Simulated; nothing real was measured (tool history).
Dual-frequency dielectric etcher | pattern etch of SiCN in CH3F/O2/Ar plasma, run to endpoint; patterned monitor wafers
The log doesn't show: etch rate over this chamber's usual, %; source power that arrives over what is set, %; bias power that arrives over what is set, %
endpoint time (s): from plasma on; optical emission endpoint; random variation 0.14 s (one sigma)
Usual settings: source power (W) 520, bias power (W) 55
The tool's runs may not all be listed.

run,hour,source power (W),bias power (W),wafers since the last listed run,hours since the last wet clean,hours since the last source power generator calibration,hours since the last bias power generator calibration,hours since the last upper electrode change,"incoming incoming film thickness, nm",endpoint time (s)
1,0.0,520,50,0,279.3,3204.1,2636.6,5690.6,10.66,33.0
2,7.5,520,50,136,286.8,3211.6,2644.1,5698.1,10.69,33.0
3,24.0,520,62,299,303.3,3228.1,2660.6,5714.6,10.73,29.7
4,31.4,520,62,134,310.7,3235.5,2668.0,5722.0,10.69,29.4
5,42.9,520,62,209,322.2,3247.0,2679.5,5733.5,10.73,29.6
6,51.7,520,55,159,331.0,3255.8,2688.3,5742.3,10.63,31.2
7,68.1,520,55,298,347.4,3272.2,2704.7,5758.7,10.68,31.7
8,74.3,520,55,112,353.6,3278.4,2710.9,5764.9,10.62,31.4
9,91.7,520,61,316,371.0,3295.8,2728.3,5782.3,10.75,30.1
10,100.6,520,55,161,379.9,3304.7,2737.2,5791.2,10.65,31.5
# hour 131.3: wet clean of the chamber
11,131.8,520,55,130,0.5,3335.9,2768.4,5822.4,10.74,30.3
12,132.2,520,55,7,0.9,3336.3,2768.8,5822.8,10.81,30.2
# hour 147.5: source power generator calibrated
# hour 157.1: upper electrode replaced, of another model than before
13,157.6,590,48,213,26.3,10.1,2794.2,0.5,10.76,29.3
14,158.0,390,55,7,26.7,10.5,2794.6,0.9,10.72,35.8
15,179.0,520,55,381,47.7,31.5,2815.6,21.9,10.70,30.1
16,190.8,520,55,214,59.5,43.3,2827.4,33.7,10.66,29.9
17,197.5,390,46,121,66.2,50.0,2834.1,40.4,10.71,37.8
18,214.0,640,43,299,82.7,66.5,2850.6,56.9,10.64,29.2
19,222.4,630,63,152,91.1,74.9,2859.0,65.3,10.73,26.3
20,229.1,410,44,121,97.8,81.6,2865.7,72.0,10.74,37.2
21,235.7,430,47,119,104.4,88.2,2872.3,78.6,10.74,35.6
22,242.0,520,60,114,110.7,94.5,2878.6,84.9,10.75,29.5
23,258.0,570,63,290,126.7,110.5,2894.6,100.9,10.65,27.7
24,275.9,460,44,325,144.6,128.4,2912.5,118.8,10.57,34.3
25,285.0,520,42,165,153.7,137.5,2921.6,127.9,10.72,33.1
# hour 295.5: bias power generator calibrated
26,309.2,610,55,367,177.9,161.7,13.7,152.1,10.73,28.1
27,319.7,450,51,190,188.4,172.2,24.2,162.6,10.74,34.3
28,332.0,490,61,223,200.7,184.5,36.5,174.9,10.66,30.6
29,342.5,520,51,190,211.2,195.0,47.0,185.4,10.60,31.1
30,355.7,560,47,239,224.4,208.2,60.2,198.6,10.71,31.1
31,368.3,520,55,229,237.0,220.8,72.8,211.2,10.75,30.9
32,378.9,520,55,192,247.6,231.4,83.4,221.8,10.72,31.2
33,391.9,480,66,236,260.6,244.4,96.4,234.8,10.76,30.5
34,407.4,640,47,281,276.1,259.9,111.9,250.3,10.65,28.7
35,417.0,620,60,174,285.7,269.5,121.5,259.9,10.73,27.4

Forecast each of these 4 alternatives for the next run:
A,417.4,430,55,7,286.1,269.9,121.9,260.3,10.73,?
B,417.4,570,60,7,286.1,269.9,121.9,260.3,10.73,?
C,417.4,520,67,7,286.1,269.9,121.9,260.3,10.73,?
D,417.4,610,51,7,286.1,269.9,121.9,260.3,10.73,?

run,endpoint time (s)
A,34.5
B,28.6
C,29.0
D,29.0
Without the tool's hidden state the same runs would have given:
run,endpoint time (s)
A,33.2
B,27.5
C,27.9
D,27.9

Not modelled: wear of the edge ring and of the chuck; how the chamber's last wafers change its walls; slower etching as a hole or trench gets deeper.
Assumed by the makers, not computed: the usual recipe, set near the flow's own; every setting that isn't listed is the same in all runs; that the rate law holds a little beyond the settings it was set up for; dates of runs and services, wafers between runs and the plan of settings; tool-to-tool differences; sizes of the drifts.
